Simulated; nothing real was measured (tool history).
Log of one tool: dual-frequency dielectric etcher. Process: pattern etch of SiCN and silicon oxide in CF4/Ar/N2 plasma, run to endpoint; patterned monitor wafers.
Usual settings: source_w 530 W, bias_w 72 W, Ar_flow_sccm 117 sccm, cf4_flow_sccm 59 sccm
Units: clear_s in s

run   hour  source_w  bias_w  Ar_flow_sccm  cf4_flow_sccm  wafers since the last listed run  hours since the last wet clean  hours since the last source power generator calibration  hours since the last bias power generator calibration  hours since the last Ar flow controller change  hours since the last CF4 flow controller change  hours since the last upper electrode change  incoming incoming film thickness, nm  clear_s
  1      0       530      72           117             59                                 0                           594.7                                                   2107.3                                                   10.3                                          2771.3                                            109.4                                          0.5                                 13.72       15
  2    0.3       460      64           124             73                                 2                             595                                                   2107.6                                                   10.6                                          2771.6                                            109.7                                          0.8                                 13.75     17.4
  3      9       470      72           125             67                                83                           603.7                                                   2116.3                                                   19.3                                          2780.3                                            118.4                                          9.5                                 13.67     16.8
  4   22.5       560      83            96             53                               129                           617.2                                                   2129.8                                                   32.8                                          2793.8                                            131.9                                           23                                 13.72     13.4
  5   37.4       660      72           117             66                               143                           632.1                                                   2144.7                                                   47.7                                          2808.7                                            146.8                                         37.9                                 13.66       12
  6   55.3       420      72           117             59                               172                             650                                                   2162.6                                                   65.6                                          2826.6                                            164.7                                         55.8                                 13.68     18.6
      80.3  -- wet clean of the chamber
        84  -- source power generator calibrated
      90.2  -- Ar flow controller replaced
  7   90.7       410      80           131             59                                16                            10.4                                                      6.7                                                    101                                             0.5                                            200.1                                         91.2                                 13.74     19.1
  8     91       530      72           117             59                                 2                            10.7                                                        7                                                  101.3                                             0.8                                            200.4                                         91.5                                 13.76     15.8
  9   91.3       530      72           117             71                                 2                              11                                                      7.3                                                  101.6                                             1.1                                            200.7                                         91.8                                 13.63       15
 10     94       530      78           108             55                                25                            13.7                                                       10                                                  104.3                                             3.8                                            203.4                                         94.5                                 13.64       15
 11  102.2       530      72           117             59                                78                            21.9                                                     18.2                                                  112.5                                              12                                            211.6                                        102.7                                 13.68     15.4
 12  111.1       530      84           128             59                                85                            30.8                                                     27.1                                                  121.4                                            20.9                                            220.5                                        111.6                                 13.73     14.8
 13  126.6       530      72           117             53                               149                            46.3                                                     42.6                                                  136.9                                            36.4                                              236                                        127.1                                 13.78     16.1
 14  152.9       460      72           117             59                               253                            72.6                                                     68.9                                                  163.2                                            62.7                                            262.3                                        153.4                                 13.69     17.8
     185.9  -- wet clean of the chamber, repeated, since the last time left the tool worse
 15  186.4       530      72           117             59                                91                             0.5                                                    102.4                                                  196.7                                            96.2                                            295.8                                        186.9                                 13.53     14.4

The next listed run, before its measurement:
 16  186.7       430      59           109             59                                 2                             0.8                                                    102.7                                                    197                                            96.5                                            296.1                                        187.2                                 13.72        ?

Run 16 gave clear_s 18.4 s.
Without the tool's hidden state the same run would have given clear_s 18.5 s.

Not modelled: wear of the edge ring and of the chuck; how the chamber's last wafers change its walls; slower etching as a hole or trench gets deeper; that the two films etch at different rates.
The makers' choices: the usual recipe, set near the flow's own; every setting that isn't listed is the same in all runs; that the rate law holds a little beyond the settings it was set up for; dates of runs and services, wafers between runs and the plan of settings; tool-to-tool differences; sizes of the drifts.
